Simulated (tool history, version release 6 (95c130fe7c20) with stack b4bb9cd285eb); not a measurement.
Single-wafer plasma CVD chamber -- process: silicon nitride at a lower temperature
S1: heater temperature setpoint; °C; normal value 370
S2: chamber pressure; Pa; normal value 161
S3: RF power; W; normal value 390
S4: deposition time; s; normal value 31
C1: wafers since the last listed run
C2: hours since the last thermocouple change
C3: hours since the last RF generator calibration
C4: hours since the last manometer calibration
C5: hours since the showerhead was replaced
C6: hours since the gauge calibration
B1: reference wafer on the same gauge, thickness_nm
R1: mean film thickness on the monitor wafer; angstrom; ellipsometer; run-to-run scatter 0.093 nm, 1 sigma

Run 1, hour 0: usual settings; C1 0; C2 0.5; C3 1859.9; C4 78.7; C5 7667.8; C6 1643.3; B1 35.409. Result: R1 378.05 angstrom.
At hour 99.2: RF generator calibrated.
Run 2, hour 111.2: usual settings but S4 27 s; C1 2139; C2 111.7; C3 12; C4 189.9; C5 7779; C6 1754.5; B1 35.388. Result: R1 327.65 angstrom.
Run 3, hour 149: usual settings but S1 362 °C, S2 132 Pa; C1 783; C2 149.5; C3 49.8; C4 227.7; C5 7816.8; C6 1792.3; B1 35.357. Result: R1 355.3 angstrom.
Run 4, hour 178.3: usual settings but S1 380 °C, S3 315 W, S4 27.5 s; C1 607; C2 178.8; C3 79.1; C4 257; C5 7846.1; C6 1821.6; B1 35.401. Result: R1 262.25 angstrom.
Run 5, hour 224.6: usual settings; C1 959; C2 225.1; C3 125.4; C4 303.3; C5 7892.4; C6 1867.9; B1 35.443. Result: R1 376.2 angstrom.
Run 6, hour 265.8: usual settings but S2 172 Pa, S3 425 W, S4 25.4 s; C1 854; C2 266.3; C3 166.6; C4 344.5; C5 7933.6; C6 1909.1; B1 35.425. Result: R1 341.19 angstrom.
Run 7, hour 332.6: usual settings; C1 1384; C2 333.1; C3 233.4; C4 411.3; C5 8000.4; C6 1975.9; B1 35.398. Result: R1 377.28 angstrom.
Run 8, hour 385.2: usual settings but S1 377 °C; C1 1090; C2 385.7; C3 286; C4 463.9; C5 8053; C6 2028.5; B1 35.392. Result: R1 376.25 angstrom.
Run 9, hour 410.6: usual settings but S2 175 Pa, S3 365 W; C1 526; C2 411.1; C3 311.4; C4 489.3; C5 8078.4; C6 2053.9; B1 35.415. Result: R1 360.63 angstrom.
At hour 418.5: gauge calibrated.
At hour 463.4: showerhead replaced.
Run 10, hour 463.9: usual settings but S1 380 °C, S2 172 Pa; C1 939; C2 464.4; C3 364.7; C4 542.6; C5 0.5; C6 45.4; B1 35.411. Result: R1 382.21 angstrom.
Run 11, hour 514.5: usual settings; C1 1049; C2 515; C3 415.3; C4 593.2; C5 51.1; C6 96; B1 35.417. Result: R1 375.87 angstrom.
Run 12, hour 544.4: usual settings but S1 356 °C, S3 450 W; C1 619; C2 544.9; C3 445.2; C4 623.1; C5 81; C6 125.9; B1 35.414. Result: R1 428.52 angstrom.
Run 13, hour 586.5: usual settings but S4 33.4 s; C1 872; C2 587; C3 487.3; C4 665.2; C5 123.1; C6 168; B1 35.402. Result: R1 404.08 angstrom.
Run 14, hour 622.9: usual settings but S1 365 °C, S3 440 W, S4 24.8 s; C1 754; C2 623.4; C3 523.7; C4 701.6; C5 159.5; C6 204.4; B1 35.396. Result: R1 335.04 angstrom.
Run 15, hour 652.6: usual settings but S2 200 Pa, S3 340 W; C1 615; C2 653.1; C3 553.4; C4 731.3; C5 189.2; C6 234.1; B1 35.364. Result: R1 345.44 angstrom.
Run 16, hour 679.9: usual settings; C1 566; C2 680.4; C3 580.7; C4 758.6; C5 216.5; C6 261.4; B1 35.411. Result: R1 374.37 angstrom.
Run 17, hour 704.9: usual settings but S1 377 °C, S4 26.6 s; C1 518; C2 705.4; C3 605.7; C4 783.6; C5 241.5; C6 286.4; B1 35.363. Result: R1 320.81 angstrom.
Run 18, hour 774.2: usual settings but S4 35.2 s; C1 1436; C2 774.7; C3 675; C4 852.9; C5 310.8; C6 355.7; B1 35.412. Result: R1 425.74 angstrom.
Run 19, hour 813.7: usual settings; C1 818; C2 814.2; C3 714.5; C4 892.4; C5 350.3; C6 395.2; B1 35.349. Result: R1 374.91 angstrom.
Run 20, hour 858.7: usual settings but S1 375 °C, S2 187 Pa, S3 435 W, S4 36.8 s; C1 932; C2 859.2; C3 759.5; C4 937.4; C5 395.3; C6 440.2; B1 35.419. Result: R1 510.6 angstrom.
Run 21, hour 906.3: usual settings but S4 33.1 s; C1 986; C2 906.8; C3 807.1; C4 985; C5 442.9; C6 487.8; B1 35.395. Result: R1 399.31 angstrom.
Run 22, hour 947.6: usual settings but S1 379 °C, S3 315 W, S4 25.4 s; C1 856; C2 948.1; C3 848.4; C4 1026.3; C5 484.2; C6 529.1; B1 35.432. Result: R1 241.37 angstrom.
Run 23, hour 973.7: usual settings but S1 365 °C, S2 132 Pa, S3 365 W, S4 28.2 s; C1 541; C2 974.2; C3 874.5; C4 1052.4; C5 510.3; C6 555.2; B1 35.432. Result: R1 298.08 angstrom.

Run 24, settings as shown, results not yet in. Your forecast:
Run 24, hour 1033.1: usual settings; C1 1231; C2 1033.6; C3 933.9; C4 1111.8; C5 569.7; C6 614.6; B1 ?. Result: R1 ?.

{"run 24": {"B1": 35.405, "R1": 370.99}}
Without the tool's hidden state the same run would have given R1 376.65 angstrom.

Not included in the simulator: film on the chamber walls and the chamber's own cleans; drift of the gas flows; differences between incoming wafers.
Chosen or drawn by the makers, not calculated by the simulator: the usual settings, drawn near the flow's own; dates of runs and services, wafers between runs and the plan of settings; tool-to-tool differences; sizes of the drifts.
